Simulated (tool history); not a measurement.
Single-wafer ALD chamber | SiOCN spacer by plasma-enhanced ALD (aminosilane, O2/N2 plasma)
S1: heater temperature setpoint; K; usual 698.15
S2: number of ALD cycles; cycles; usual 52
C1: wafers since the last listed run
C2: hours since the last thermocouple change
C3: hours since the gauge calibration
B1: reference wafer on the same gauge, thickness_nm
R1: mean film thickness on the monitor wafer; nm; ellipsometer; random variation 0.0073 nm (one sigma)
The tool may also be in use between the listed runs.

run	day	S1	S2	C1	C2	C3	B1	R1
1	0	698.15	56	0	1896.7	490.1	2.521	3.118
2	3.012	698.15	56	479	1969	562.4	2.521	3.12
3	6.992	698.15	56	633	2064.5	657.9	2.519	3.13
4	10.454	698.15	52	550	2147.6	741	2.52	2.906
5	12.954	698.15	52	397	2207.6	801	2.519	2.89
6	16.425	698.15	52	552	2290.9	884.3	2.519	2.877
7	18.746	698.15	52	369	2346.6	940	2.52	2.893
8	21.467	698.15	52	432	2411.9	1005.3	2.52	2.902
9	25.354	687.15	48	618	2505.2	1098.6	2.52	2.755
10	28.933	698.15	48	569	2591.1	1184.5	2.52	2.665
# day 32.229: gauge calibrated
11	32.746	694.15	62	606	2682.6	12.4	2.52	3.47
12	34.646	687.15	49	302	2728.2	58	2.521	2.802
# day 37.171: thermocouple changed; heater temperature recalibrated
13	38.812	698.15	45	609	39.4	158	2.521	2.521
14	48.321	712.15	58	1512	267.6	386.2	2.521	3.115
15	51.908	687.15	47	570	353.7	472.3	2.521	2.709
16	53.896	689.15	56	316	401.4	520	2.521	3.212
17	57.929	698.15	52	641	498.2	616.8	2.519	2.893
18	60.929	689.15	52	477	570.2	688.8	2.517	2.974
19	64.667	687.15	52	594	659.9	778.5	2.52	2.983
20	67.021	698.15	52	374	716.4	835	2.519	2.912
21	71.258	687.15	62	674	818.1	936.7	2.519	3.552

The same runs without the tool's hidden state, with the same run-to-run variation:
The hidden state here: wafer temperature above the value expected at the setpoint (K); gauge reads high (%).
run	R1
1	3.142
2	3.146
3	3.158
4	2.934
5	2.919
6	2.907
7	2.924
8	2.934
9	2.787
10	2.697
11	3.514
12	2.838
13	2.527
14	3.127
15	2.72
16	3.226
17	2.909
18	2.991
19	3.001
20	2.931
21	3.577
